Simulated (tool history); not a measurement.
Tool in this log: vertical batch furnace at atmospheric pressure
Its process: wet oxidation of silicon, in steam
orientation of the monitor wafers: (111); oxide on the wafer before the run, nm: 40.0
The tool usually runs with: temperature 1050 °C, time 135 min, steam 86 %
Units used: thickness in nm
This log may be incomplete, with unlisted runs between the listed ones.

run	hour	temperature	time	steam	wafers since the last listed run	hours since the last temperature calibration	hours since the steam generator was serviced	hours since the gauge calibration	read-back reference wafer on the same gauge, thickness	thickness
1	0	1050	135	86	0	2634.3	486.1	35.9	822.21	952.05
2	28.8	1050	135	86	236	2663.1	514.9	64.7	821.42	970.04
3	79.5	1050	135	86	416	2713.8	565.6	115.4	821.56	963.16
4	206.3	1050	135	86	1041	2840.6	692.4	242.2	820.54	951.54
5	341.9	1050	135	86	1113	2976.2	828	377.8	822.83	956.34
6	389.8	1050	135	86	393	3024.1	875.9	425.7	821.31	959.91
7	424.1	1039	135	86	281	3058.4	910.2	460	821.92	925.47
8	510.6	1050	135	86	710	3144.9	996.7	546.5	821.93	957.29
9	556.2	1050	135	86	374	3190.5	1042.3	592.1	821.31	963.01
10	593.8	1050	135	86	308	3228.1	1079.9	629.7	821.49	960.05
11	647.4	1034	135	86	440	3281.7	1133.5	683.3	821.77	901.65
12	678.5	1050	135	86	255	3312.8	1164.6	714.4	821.58	959.05
13	724.2	1050	135	86	375	3358.5	1210.3	760.1	821.45	965.95
# hour 763.8: thermocouples replaced and temperature profile calibrated
14	774.5	1050	135	86	216	10.7	1260.6	810.4	822.12	960.57
15	842.1	1050	135	86	555	78.3	1328.2	878	823.25	960.11
16	874	1050	135	86	262	110.2	1360.1	909.9	822.63	963.82
17	976.2	1063	192	74	839	212.4	1462.3	1012.1	821.45	1123.41
# hour 983: gauge calibrated
18	1019.7	1050	135	86	357	255.9	1505.8	36.7	822.14	958.09
19	1053.1	1032	135	77	274	289.3	1539.2	70.1	821.85	835.82
20	1102.9	1050	135	86	409	339.1	1589	119.9	821.93	964.1
# hour 1175.2: steam generator serviced
21	1175.7	1050	135	86	400	411.9	0.5	192.7	821.87	949.32
22	1194.5	1050	156.5	93	154	430.7	19.3	211.5	821.62	1079.02
23	1261.4	1050	78	86	549	497.6	86.2	278.4	821.76	708.2
24	1291.5	1034	171.5	96	247	527.7	116.3	308.5	821.78	1082.88
25	1338.2	1050	106	86	383	574.4	163	355.2	821.97	839.37
26	1538.5	1037	135	86	1645	774.7	363.3	555.5	822.15	910.42
27	1585.1	1050	135	89	382	821.3	409.9	602.1	822.76	984.14
28	1636.8	1028	135	77	424	873	461.6	653.8	822.51	830.75

Run 29 comes next. What will it give?
29	1689	1027	85	79	428	925.2	513.8	706	?	?

{"run 29": {"read-back reference wafer on the same gauge, thickness": 822.32, "thickness": 648.01}}
With the hidden condition absent and the run-to-run variation left alone, this run would have shown thickness 648.01 nm.
